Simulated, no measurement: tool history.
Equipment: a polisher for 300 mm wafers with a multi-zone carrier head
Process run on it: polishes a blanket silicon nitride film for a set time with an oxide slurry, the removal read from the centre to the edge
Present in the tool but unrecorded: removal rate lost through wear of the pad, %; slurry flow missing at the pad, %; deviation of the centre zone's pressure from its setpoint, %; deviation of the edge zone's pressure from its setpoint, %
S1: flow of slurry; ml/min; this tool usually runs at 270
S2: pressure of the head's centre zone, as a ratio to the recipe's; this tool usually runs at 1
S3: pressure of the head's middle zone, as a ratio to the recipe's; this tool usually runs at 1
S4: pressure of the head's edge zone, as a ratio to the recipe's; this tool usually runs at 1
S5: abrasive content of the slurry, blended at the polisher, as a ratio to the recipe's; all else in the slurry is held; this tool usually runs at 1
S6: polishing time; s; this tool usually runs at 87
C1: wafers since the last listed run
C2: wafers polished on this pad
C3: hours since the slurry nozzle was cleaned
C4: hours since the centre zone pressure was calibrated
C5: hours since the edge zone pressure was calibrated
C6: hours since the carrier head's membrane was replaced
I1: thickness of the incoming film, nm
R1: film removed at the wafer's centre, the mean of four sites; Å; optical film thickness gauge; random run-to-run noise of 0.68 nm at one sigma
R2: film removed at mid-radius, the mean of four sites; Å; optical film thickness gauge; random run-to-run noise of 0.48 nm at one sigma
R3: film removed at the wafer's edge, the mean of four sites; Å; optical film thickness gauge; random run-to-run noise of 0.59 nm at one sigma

run 1 hour=0 | S1=270 S2=0.95 S3=1 S4=1 S5=1 S6=87 | C1=0 C2=3031 C3=25.2 C4=315.3 C5=578.7 C6=887.9 | I1=408.2 | R1=478 R2=525 R3=505
run 2 hour=52.2 | S1=270 S2=1 S3=1 S4=1 S5=1 S6=87 | C1=463 C2=3495 C3=77.4 C4=367.5 C5=630.9 C6=940.1 | I1=417.6 | R1=517 R2=522 R3=518
run 3 hour=108.7 | S1=270 S2=1.06 S3=1.09 S4=1.08 S5=1 S6=77 | C1=501 C2=3997 C3=133.9 C4=424 C5=687.4 C6=996.6 | I1=406.8 | R1=489 R2=501 R3=474
-- hour=125.6 worn pad replaced by a new one
run 4 hour=157.9 | S1=195 S2=1.1 S3=1 S4=1 S5=1 S6=87 | C1=401 C2=286 C3=183.1 C4=473.2 C5=736.6 C6=1045.8 | I1=410.9 | R1=529 R2=512 R3=503
run 5 hour=186.2 | S1=270 S2=1 S3=1 S4=1 S5=1 S6=68 | C1=251 C2=538 C3=211.4 C4=501.5 C5=764.9 C6=1074.1 | I1=412.1 | R1=397 R2=406 R3=408
-- hour=229.5 centre zone pressure recalibrated
run 6 hour=257.3 | S1=340 S2=1.12 S3=0.93 S4=1.12 S5=1 S6=87 | C1=613 C2=1151 C3=282.5 C4=27.8 C5=836 C6=1145.2 | I1=411.5 | R1=588 R2=512 R3=550
run 7 hour=325.2 | S1=270 S2=1 S3=1 S4=1 S5=0.75 S6=117 | C1=602 C2=1754 C3=350.4 C4=95.7 C5=903.9 C6=1213.1 | I1=404.7 | R1=576 R2=601 R3=568
run 8 hour=371.3 | S1=270 S2=0.91 S3=1 S4=1.09 S5=0.8 S6=87 | C1=409 C2=2163 C3=396.5 C4=141.8 C5=950 C6=1259.2 | I1=403.2 | R1=406 R2=459 R3=470
run 9 hour=421.7 | S1=270 S2=1 S3=1 S4=1 S5=0.75 S6=87 | C1=447 C2=2611 C3=446.9 C4=192.2 C5=1000.4 C6=1309.6 | I1=416.5 | R1=420 R2=441 R3=432
-- hour=468.9 slurry nozzle cleaned
run 10 hour=471.1 | S1=270 S2=1 S3=1 S4=1 S5=1 S6=115 | C1=429 C2=3041 C3=2.2 C4=241.6 C5=1049.8 C6=1359 | I1=408.5 | R1=671 R2=691 R3=675
-- hour=524.8 edge zone pressure recalibrated
run 11 hour=527.7 | S1=270 S2=1 S3=1 S4=1 S5=1 S6=87 | C1=484 C2=3526 C3=58.8 C4=298.2 C5=2.9 C6=1415.6 | I1=411.6 | R1=511 R2=527 R3=510
-- hour=535.6 worn pad replaced by a new one
run 12 hour=575.3 | S1=270 S2=1 S3=1.1 S4=0.96 S5=1 S6=87 | C1=387 C2=352 C3=106.4 C4=345.8 C5=50.5 C6=1463.2 | I1=402.8 | R1=513 R2=556 R3=494
-- hour=599.7 carrier head's membrane replaced by a new one
run 13 hour=612.1 | S1=270 S2=0.95 S3=0.92 S4=1 S5=1 S6=61 | C1=282 C2=635 C3=143.2 C4=382.6 C5=87.3 C6=12.4 | I1=412.7 | R1=341 R2=343 R3=352
run 14 hour=664.6 | S1=270 S2=1 S3=1 S4=1 S5=0.9 S6=87 | C1=466 C2=1101 C3=195.7 C4=435.1 C5=139.8 C6=64.9 | I1=411.8 | R1=481 R2=484 R3=483
run 15 hour=712.6 | S1=215 S2=1 S3=1 S4=1 S5=1.1 S6=87 | C1=426 C2=1527 C3=243.7 C4=483.1 C5=187.8 C6=112.9 | I1=411.7 | R1=529 R2=531 R3=538
run 16 hour=763.8 | S1=360 S2=1.05 S3=1 S4=1 S5=1 S6=87 | C1=454 C2=1982 C3=294.9 C4=534.3 C5=239 C6=164.1 | I1=413.1 | R1=555 R2=535 R3=524
-- hour=818.1 centre zone pressure recalibrated
run 17 hour=818.6 | S1=310 S2=1 S3=1.05 S4=1 S5=1 S6=87 | C1=468 C2=2450 C3=349.7 C4=0.5 C5=293.8 C6=218.9 | I1=409.4 | R1=520 R2=543 R3=514
run 18 hour=869.2 | S1=220 S2=0.9 S3=1 S4=1 S5=0.8 S6=87 | C1=449 C2=2900 C3=400.3 C4=51.1 C5=344.4 C6=269.5 | I1=416.1 | R1=400 R2=450 R3=436
run 19 hour=938.6 | S1=270 S2=1 S3=1 S4=1 S5=1 S6=87 | C1=616 C2=3516 C3=469.7 C4=120.5 C5=413.8 C6=338.9 | I1=408.5 | R1=525 R2=524 R3=497
-- hour=996 worn pad replaced by a new one
-- hour=996.5 slurry nozzle cleaned
run 20 hour=1006 | S1=320 S2=0.92 S3=1 S4=1 S5=1 S6=87 | C1=558 C2=84 C3=9.5 C4=187.9 C5=481.2 C6=406.3 | I1=404.3 | R1=477 R2=536 R3=502
run 21 hour=1048.7 | S1=365 S2=1 S3=1 S4=1 S5=1 S6=87 | C1=379 C2=463 C3=52.2 C4=230.6 C5=523.9 C6=449 | I1=411.4 | R1=515 R2=533 R3=529

What if the next run were any one of these 4? Each begins from the tool's condition after run 21:
run A hour=1049.1 | S1=270 S2=1 S3=1 S4=1 S5=1 S6=87 | C1=3 C2=467 C3=52.6 C4=231 C5=524.3 C6=449.4 | I1=408.5 | R1=? R2=? R3=?
run B hour=1049.1 | S1=270 S2=0.92 S3=0.93 S4=1 S5=1 S6=104 | C1=3 C2=467 C3=52.6 C4=231 C5=524.3 C6=449.4 | I1=408.5 | R1=? R2=? R3=?
run C hour=1049.1 | S1=270 S2=1.04 S3=0.91 S4=0.94 S5=1.15 S6=87 | C1=3 C2=467 C3=52.6 C4=231 C5=524.3 C6=449.4 | I1=408.5 | R1=? R2=? R3=?
run D hour=1049.1 | S1=220 S2=1 S3=1 S4=1 S5=1 S6=65 | C1=3 C2=467 C3=52.6 C4=231 C5=524.3 C6=449.4 | I1=408.5 | R1=? R2=? R3=?

run=A R1=515 R2=524 R3=518
run=B R1=568 R2=594 R3=619
run=C R1=573 R2=525 R3=540
run=D R1=375 R2=383 R3=380
Take away the tool's hidden state, keep each run's random variation, and the runs would have read:
run=A R1=515 R2=524 R3=518
run=B R1=568 R2=594 R3=619
run=C R1=573 R2=525 R3=540
run=D R1=375 R2=383 R3=380
